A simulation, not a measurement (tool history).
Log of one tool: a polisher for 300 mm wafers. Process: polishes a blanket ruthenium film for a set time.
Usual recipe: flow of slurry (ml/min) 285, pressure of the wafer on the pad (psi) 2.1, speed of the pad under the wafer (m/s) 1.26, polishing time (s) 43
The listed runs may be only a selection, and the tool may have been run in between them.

run	day	flow of slurry (ml/min)	pressure of the wafer on the pad (psi)	speed of the pad under the wafer (m/s)	polishing time (s)	wafers since the last listed run	wafers polished on this pad	hours since the slurry nozzle was cleaned	hours since the head pressure was calibrated	incoming thickness of the incoming film, nm	film removed (angstrom)
1	0.000	285	2.1	1.26	43	0	1084	68.1	897.1	631.4	538
2	2.058	285	2.1	1.26	43	518	1603	117.5	946.5	635.2	539
3	3.300	285	2.1	1.26	43	312	1916	147.3	976.3	631.9	534
4	4.908	285	2.1	1.26	43	405	2321	185.9	1014.9	626.7	518
5	6.308	285	2.1	1.26	43	352	2674	219.5	1048.5	620.1	534
6	8.254	285	2.1	1.26	43	490	3164	266.2	1095.2	627.7	518
7	9.492	285	2.1	1.26	43	311	3476	295.9	1124.9	640.2	522
8	11.958	285	2.1	1.26	43	621	4097	355.1	1184.1	617.1	500
9	13.021	285	2.1	1.26	43	267	4365	380.6	1209.6	633.9	503
10	14.733	285	2.1	1.26	43	431	4797	421.7	1250.7	631.2	479
# day 15.962: worn pad replaced by a new one
11	16.850	285	2.1	1.26	43	491	223	472.5	1301.5	623.9	545
12	18.571	285	2.1	1.26	43	433	657	513.8	1342.8	625.1	530
13	19.579	285	2.1	1.26	43	254	911	538.0	1367.0	631.2	528
14	21.721	285	2.1	1.52	43	539	1451	589.4	1418.4	626.1	632
15	23.129	285	2.1	1.52	43	354	1805	623.2	1452.2	632.3	644
16	24.267	285	2.1	1.52	43	286	2092	650.5	1479.5	630.9	634
# day 24.796: slurry nozzle cleaned
17	25.650	285	2.1	1.26	43	338	2430	20.5	1512.7	624.4	505
# day 26.771: head pressure recalibrated
18	28.000	220	2.1	1.26	36	571	3001	76.9	29.5	623.9	467
19	30.304	285	1.4	1.26	43	580	3582	132.2	84.8	629.1	439
# day 32.362: worn pad replaced by a new one
20	32.742	285	2.7	1.12	43	572	95	190.7	143.3	629.7	617

What will run 21 give?
21	34.658	240	2.5	1.26	43	482	578	236.7	189.3	625.0	?

Run 21 gave film removed (angstrom) 644.
With no hidden state in the tool, this same run would have given film removed (angstrom) 654.
